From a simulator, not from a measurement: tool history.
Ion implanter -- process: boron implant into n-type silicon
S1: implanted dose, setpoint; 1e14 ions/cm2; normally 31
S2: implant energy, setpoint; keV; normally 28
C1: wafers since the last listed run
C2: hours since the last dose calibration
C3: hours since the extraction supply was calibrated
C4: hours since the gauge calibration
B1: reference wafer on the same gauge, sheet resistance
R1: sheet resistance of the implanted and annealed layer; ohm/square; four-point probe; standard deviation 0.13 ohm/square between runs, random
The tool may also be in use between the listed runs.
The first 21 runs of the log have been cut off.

run    hour     S1    S2   C1     C2      C3     C4     B1     R1
      618.7  -- Faraday cup replaced and dose calibrated
 22   631.2  39.95    37  393   12.5  4365.9   56.2  52.02  44.34
 23   661.7   35.2  33.5  621     43  4396.4   86.7  52.15  48.25
 24   681.3     31    28  399   62.6    4416  106.3  52.16   54.2
 25   700.7     31    28  395     82  4435.4  125.7  52.15  54.11
 26   725.8  23.16    24  511  107.1  4460.5  150.8  52.25  65.15
 27   758.9  28.58    36  674  140.2  4493.6  183.9  52.39  52.66
      769.8  -- extraction supply calibrated
 28   792.3  37.45  34.5  517  173.6    22.5  217.3   52.4   46.8
 29   821.7  26.81    28  598    203    51.9  246.7  52.43  58.33
 30   837.2  37.16  18.5  315  218.5    67.4  262.2  52.47   61.8
 31   871.9     31    28  706  253.2   102.1  296.9  52.57  54.46
 32   904.8     31    28  670  286.1     135  329.8  52.56  54.41
 33   937.4     31    28  664  318.7   167.6  362.4  52.62  54.64
 34   971.2  39.78    19  688  352.5   201.4  396.2  52.72  60.93
 35  1002.9     31    28  645  384.2   233.1  427.9  52.75  54.55
 36  1038.7  28.11  23.5  729    420   268.9  463.7  52.78  60.43

Alternative continuations, all from the tool just after run 36; predict every row:
  A  1039.1  38.78    28   8  420.4  269.3  464.1   ?   ?
  B  1039.1  39.29    28   8  420.4  269.3  464.1   ?   ?
  C  1039.1     31    21   8  420.4  269.3  464.1   ?   ?
  D  1039.1  33.73  23.5   8  420.4  269.3  464.1   ?   ?
  E  1039.1  26.78  21.5   8  420.4  269.3  464.1   ?   ?

run     B1     R1
  A  52.73   50.5
  B  52.73  50.33
  C  52.73  60.93
  D  52.73   56.6
  E  52.73  63.66
With no hidden state in the tool, these same runs would have given:
run     R1
  A  49.67
  B   49.5
  C  59.93
  D  55.67
  E  62.61
